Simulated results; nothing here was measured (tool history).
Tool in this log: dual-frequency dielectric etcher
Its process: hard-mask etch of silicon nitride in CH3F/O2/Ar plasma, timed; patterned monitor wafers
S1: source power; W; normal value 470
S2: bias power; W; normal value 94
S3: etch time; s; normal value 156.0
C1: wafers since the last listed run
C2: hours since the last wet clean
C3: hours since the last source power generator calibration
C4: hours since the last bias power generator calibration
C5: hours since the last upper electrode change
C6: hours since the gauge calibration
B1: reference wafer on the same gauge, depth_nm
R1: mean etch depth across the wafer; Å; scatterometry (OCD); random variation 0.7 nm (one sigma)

| run | hour | S1 | S2 | S3 | C1 | C2 | C3 | C4 | C5 | C6 | B1 | R1 |
|---|---|---|---|---|---|---|---|---|---|---|---|---|
| 1 | 0.0 | 470 | 94 | 156.0 | 0 | 79.6 | 1294.5 | 3421.2 | 4243.6 | 600.7 | 121.2 | 1358 |
| 2 | 50.6 | 470 | 94 | 156.0 | 399 | 130.2 | 1345.1 | 3471.8 | 4294.2 | 651.3 | 121.1 | 1357 |
| 3 | 80.7 | 470 | 94 | 156.0 | 237 | 160.3 | 1375.2 | 3501.9 | 4324.3 | 681.4 | 121.0 | 1336 |
| 4 | 120.9 | 470 | 94 | 156.0 | 317 | 200.5 | 1415.4 | 3542.1 | 4364.5 | 721.6 | 120.8 | 1357 |
| 5 | 186.0 | 470 | 94 | 156.0 | 514 | 265.6 | 1480.5 | 3607.2 | 4429.6 | 786.7 | 121.0 | 1351 |
| 6 | 212.3 | 470 | 78 | 156.0 | 207 | 291.9 | 1506.8 | 3633.5 | 4455.9 | 813.0 | 120.8 | 1250 |
| 7 | 279.6 | 470 | 78 | 156.0 | 531 | 359.2 | 1574.1 | 3700.8 | 4523.2 | 880.3 | 120.9 | 1237 |
| 8 | 313.6 | 470 | 94 | 156.0 | 268 | 393.2 | 1608.1 | 3734.8 | 4557.2 | 914.3 | 120.9 | 1359 |
| 9 | 348.7 | 470 | 94 | 156.0 | 277 | 428.3 | 1643.2 | 3769.9 | 4592.3 | 949.4 | 120.9 | 1352 |
|  | 412.5 | wet clean of the chamber |
| 10 | 413.0 | 470 | 94 | 156.0 | 318 | 0.5 | 1707.5 | 3834.2 | 4656.6 | 1013.7 | 121.3 | 1342 |
| 11 | 416.1 | 470 | 94 | 156.0 | 24 | 3.6 | 1710.6 | 3837.3 | 4659.7 | 1016.8 | 120.7 | 1337 |
| 12 | 442.5 | 470 | 94 | 156.0 | 208 | 30.0 | 1737.0 | 3863.7 | 4686.1 | 1043.2 | 120.8 | 1335 |
|  | 481.7 | upper electrode replaced |
| 13 | 507.0 | 530 | 94 | 156.0 | 319 | 94.5 | 1801.5 | 3928.2 | 25.3 | 1107.7 | 121.0 | 1424 |
| 14 | 558.3 | 470 | 94 | 156.0 | 405 | 145.8 | 1852.8 | 3979.5 | 76.6 | 1159.0 | 121.4 | 1340 |
| 15 | 585.7 | 470 | 94 | 156.0 | 216 | 173.2 | 1880.2 | 4006.9 | 104.0 | 1186.4 | 120.8 | 1343 |
| 16 | 624.3 | 470 | 106 | 156.0 | 304 | 211.8 | 1918.8 | 4045.5 | 142.6 | 1225.0 | 121.1 | 1408 |
| 17 | 666.8 | 520 | 94 | 156.0 | 335 | 254.3 | 1961.3 | 4088.0 | 185.1 | 1267.5 | 121.2 | 1417 |
| 18 | 692.9 | 370 | 94 | 169.5 | 206 | 280.4 | 1987.4 | 4114.1 | 211.2 | 1293.6 | 121.3 | 1239 |
|  | 709.8 | gauge calibrated |
|  | 729.9 | bias power generator calibrated |
| 19 | 755.4 | 470 | 94 | 156.0 | 461 | 342.9 | 2049.9 | 25.5 | 273.7 | 45.6 | 120.8 | 1329 |
| 20 | 795.5 | 470 | 112 | 156.0 | 316 | 383.0 | 2090.0 | 65.6 | 313.8 | 85.7 | 121.0 | 1432 |
| 21 | 845.0 | 360 | 94 | 156.0 | 390 | 432.5 | 2139.5 | 115.1 | 363.3 | 135.2 | 121.1 | 1110 |
|  | 946.2 | wet clean of the chamber |
| 22 | 1005.2 | 470 | 75 | 118.0 | 1075 | 59.0 | 2299.7 | 275.3 | 523.5 | 295.4 | 120.8 | 917 |
|  | 1021.2 | source power generator calibrated |
| 23 | 1029.4 | 560 | 94 | 169.0 | 159 | 83.2 | 8.2 | 299.5 | 547.7 | 319.6 | 121.0 | 1663 |
| 24 | 1101.2 | 470 | 94 | 156.0 | 566 | 155.0 | 80.0 | 371.3 | 619.5 | 391.4 | 121.3 | 1376 |
| 25 | 1153.0 | 510 | 86 | 178.5 | 409 | 206.8 | 131.8 | 423.1 | 671.3 | 443.2 | 121.2 | 1591 |
| 26 | 1191.0 | 470 | 94 | 156.0 | 300 | 244.8 | 169.8 | 461.1 | 709.3 | 481.2 | 121.2 | 1387 |
| 27 | 1249.9 | 470 | 94 | 156.0 | 465 | 303.7 | 228.7 | 520.0 | 768.2 | 540.1 | 120.9 | 1372 |
| 28 | 1320.4 | 510 | 94 | 168.5 | 556 | 374.2 | 299.2 | 590.5 | 838.7 | 610.6 | 121.1 | 1557 |
| 29 | 1366.5 | 550 | 94 | 194.0 | 364 | 420.3 | 345.3 | 636.6 | 884.8 | 656.7 | 121.0 | 1861 |

5 ways to go on from here, each from the tool as it stands after run 29. What would each give?
| A | 1367.0 | 470 | 105 | 156.0 | 3 | 420.8 | 345.8 | 637.1 | 885.3 | 657.2 | ? | ? |
| B | 1367.0 | 470 | 110 | 183.5 | 3 | 420.8 | 345.8 | 637.1 | 885.3 | 657.2 | ? | ? |
| C | 1367.0 | 380 | 78 | 156.0 | 3 | 420.8 | 345.8 | 637.1 | 885.3 | 657.2 | ? | ? |
| D | 1367.0 | 410 | 94 | 156.0 | 3 | 420.8 | 345.8 | 637.1 | 885.3 | 657.2 | ? | ? |
| E | 1367.0 | 470 | 94 | 187.5 | 3 | 420.8 | 345.8 | 637.1 | 885.3 | 657.2 | ? | ? |

| run | B1 | R1 |
|---|---|---|
| A | 120.9 | 1440 |
| B | 120.9 | 1726 |
| C | 120.9 | 1110 |
| D | 120.9 | 1263 |
| E | 120.9 | 1653 |
The same runs, with their run-to-run variation unchanged, on a tool lacking any hidden condition would have given:
| run | R1 |
|---|---|
| A | 1447 |
| B | 1735 |
| C | 1116 |
| D | 1270 |
| E | 1662 |
